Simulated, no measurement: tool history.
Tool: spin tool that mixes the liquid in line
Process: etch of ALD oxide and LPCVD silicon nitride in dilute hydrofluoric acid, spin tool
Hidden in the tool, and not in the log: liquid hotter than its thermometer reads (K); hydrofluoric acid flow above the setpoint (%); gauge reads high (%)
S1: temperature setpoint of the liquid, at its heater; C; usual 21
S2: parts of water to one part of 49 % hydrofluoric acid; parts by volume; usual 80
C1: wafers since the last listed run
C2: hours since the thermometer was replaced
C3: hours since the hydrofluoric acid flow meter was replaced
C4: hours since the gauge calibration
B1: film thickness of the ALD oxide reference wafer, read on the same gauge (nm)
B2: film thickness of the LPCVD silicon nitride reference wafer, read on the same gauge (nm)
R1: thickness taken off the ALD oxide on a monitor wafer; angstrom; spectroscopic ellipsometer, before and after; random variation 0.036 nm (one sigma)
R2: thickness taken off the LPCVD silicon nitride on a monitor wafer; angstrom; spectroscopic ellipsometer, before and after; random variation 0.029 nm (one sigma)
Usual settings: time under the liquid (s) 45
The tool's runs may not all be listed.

run 1 hour=0 | S1=21 S2=80 time_under_the_liquid_(s)=45 | C1=0 C2=1277.6 C3=733.9 C4=356.2 | B1=139.97 B2=49.999 | R1=69 R2=2.68
run 2 hour=20.3 | S1=21 S2=80 time_under_the_liquid_(s)=45 | C1=264 C2=1297.9 C3=754.2 C4=376.5 | B1=139.96 B2=49.964 | R1=69.4 R2=2.75
run 3 hour=38.2 | S1=20 S2=80 time_under_the_liquid_(s)=25 | C1=233 C2=1315.8 C3=772.1 C4=394.4 | B1=140.01 B2=50.005 | R1=36.7 R2=1.42
-- hour=64.8 thermometer replaced
run 4 hour=69.8 | S1=20 S2=80 time_under_the_liquid_(s)=25 | C1=398 C2=5 C3=803.7 C4=426 | B1=139.99 B2=50.013 | R1=39.1 R2=1.59
-- hour=83.9 hydrofluoric acid flow meter replaced
run 5 hour=96.8 | S1=21 S2=80 time_under_the_liquid_(s)=45 | C1=338 C2=32 C3=12.9 C4=453 | B1=140.01 B2=50.048 | R1=73.2 R2=3.01
run 6 hour=111 | S1=21 S2=80 time_under_the_liquid_(s)=45 | C1=185 C2=46.2 C3=27.1 C4=467.2 | B1=140 B2=50.022 | R1=73.3 R2=3.18
run 7 hour=135.7 | S1=21 S2=80 time_under_the_liquid_(s)=45 | C1=321 C2=70.9 C3=51.8 C4=491.9 | B1=140 B2=50.014 | R1=73.3 R2=3.46
run 8 hour=147.9 | S1=21 S2=80 time_under_the_liquid_(s)=45 | C1=158 C2=83.1 C3=64 C4=504.1 | B1=139.99 B2=49.968 | R1=73.9 R2=3.59
run 9 hour=183.7 | S1=23.5 S2=80 time_under_the_liquid_(s)=45 | C1=466 C2=118.9 C3=99.8 C4=539.9 | B1=140.01 B2=50.011 | R1=81 R2=4.19
run 10 hour=204 | S1=21 S2=80 time_under_the_liquid_(s)=45 | C1=264 C2=139.2 C3=120.1 C4=560.2 | B1=139.99 B2=49.985 | R1=74.4 R2=2.87
run 11 hour=220.5 | S1=17 S2=80 time_under_the_liquid_(s)=30 | C1=215 C2=155.7 C3=136.6 C4=576.7 | B1=139.99 B2=50.007 | R1=42 R2=1.39
-- hour=233.3 thermometer replaced, repeated, since the last time left the tool worse
run 12 hour=247.4 | S1=25 S2=55 time_under_the_liquid_(s)=20 | C1=337 C2=14.1 C3=163.5 C4=603.6 | B1=140.01 B2=50.014 | R1=51.2 R2=2.38
-- hour=277.4 gauge calibrated
run 13 hour=281 | S1=23.5 S2=95 time_under_the_liquid_(s)=45 | C1=437 C2=47.7 C3=197.1 C4=3.6 | B1=140 B2=49.996 | R1=58.9 R2=2.45
run 14 hour=294.5 | S1=25 S2=80 time_under_the_liquid_(s)=60 | C1=175 C2=61.2 C3=210.6 C4=17.1 | B1=139.98 B2=49.972 | R1=102.5 R2=4.58
run 15 hour=329.4 | S1=22.5 S2=110 time_under_the_liquid_(s)=65 | C1=454 C2=96.1 C3=245.5 C4=52 | B1=139.99 B2=49.972 | R1=70.1 R2=3.29
run 16 hour=354.7 | S1=24 S2=60 time_under_the_liquid_(s)=45 | C1=329 C2=121.4 C3=270.8 C4=77.3 | B1=139.98 B2=50.006 | R1=101.6 R2=4.77
run 17 hour=372.3 | S1=18.5 S2=80 time_under_the_liquid_(s)=25 | C1=229 C2=139 C3=288.4 C4=94.9 | B1=140 B2=50.032 | R1=32.6 R2=1.28
run 18 hour=385.5 | S1=21 S2=80 time_under_the_liquid_(s)=45 | C1=172 C2=152.2 C3=301.6 C4=108.1 | B1=140 B2=50.023 | R1=65 R2=2.57
run 19 hour=401.8 | S1=17 S2=80 time_under_the_liquid_(s)=30 | C1=212 C2=168.5 C3=317.9 C4=124.4 | B1=140.02 B2=50.013 | R1=37.1 R2=1.28
run 20 hour=423 | S1=24 S2=95 time_under_the_liquid_(s)=35 | C1=276 C2=189.7 C3=339.1 C4=145.6 | B1=139.99 B2=50.014 | R1=47.6 R2=2.42
run 21 hour=456.9 | S1=21 S2=55 time_under_the_liquid_(s)=25 | C1=441 C2=223.6 C3=373 C4=179.5 | B1=140.01 B2=49.995 | R1=54.6 R2=2.28
run 22 hour=483.7 | S1=22.5 S2=80 time_under_the_liquid_(s)=70 | C1=349 C2=250.4 C3=399.8 C4=206.3 | B1=140.01 B2=49.998 | R1=109 R2=4.34
run 23 hour=500 | S1=17 S2=80 time_under_the_liquid_(s)=55 | C1=212 C2=266.7 C3=416.1 C4=222.6 | B1=140 B2=49.981 | R1=68.6 R2=2.4
run 24 hour=532.6 | S1=23 S2=55 time_under_the_liquid_(s)=70 | C1=424 C2=299.3 C3=448.7 C4=255.2 | B1=140.01 B2=49.988 | R1=168.2 R2=6.59
run 25 hour=556.5 | S1=21 S2=80 time_under_the_liquid_(s)=45 | C1=311 C2=323.2 C3=472.6 C4=279.1 | B1=139.98 B2=49.974 | R1=65.2 R2=2.26
run 26 hour=582 | S1=21 S2=70 time_under_the_liquid_(s)=60 | C1=332 C2=348.7 C3=498.1 C4=304.6 | B1=139.99 B2=50.012 | R1=102.1 R2=4.51
run 27 hour=615.7 | S1=21 S2=80 time_under_the_liquid_(s)=45 | C1=439 C2=382.4 C3=531.8 C4=338.3 | B1=140.01 B2=49.973 | R1=66.2 R2=2.59

Hidden state or all else? Some run-to-run changes of R1, split into what the settings, what came in and random variation would give without the hidden state, and what is left for the hidden state (with any gauge scatter that isn't in both results):
Run 4 -> 5: S1 20 -> 21, time under the liquid (s) 25 -> 45, hydrofluoric acid flow meter replaced. R1 +34.1 angstrom: hidden state +4.1, all else +30.
Run 11 -> 12: S1 17 -> 25, S2 80 -> 55, time under the liquid (s) 30 -> 20, thermometer replaced, repeated, since the last time left the tool worse. R1 +9.2 angstrom: hidden state -5.3, all else +14.5.
Run 23 -> 24: S1 17 -> 23, S2 80 -> 55, time under the liquid (s) 55 -> 70. R1 +99.6 angstrom: hidden state +1.6, all else +98.
Run 24 -> 25: S1 23 -> 21, S2 55 -> 80, time under the liquid (s) 70 -> 45. R1 -103 angstrom: hidden state -1.5, all else -101.5.
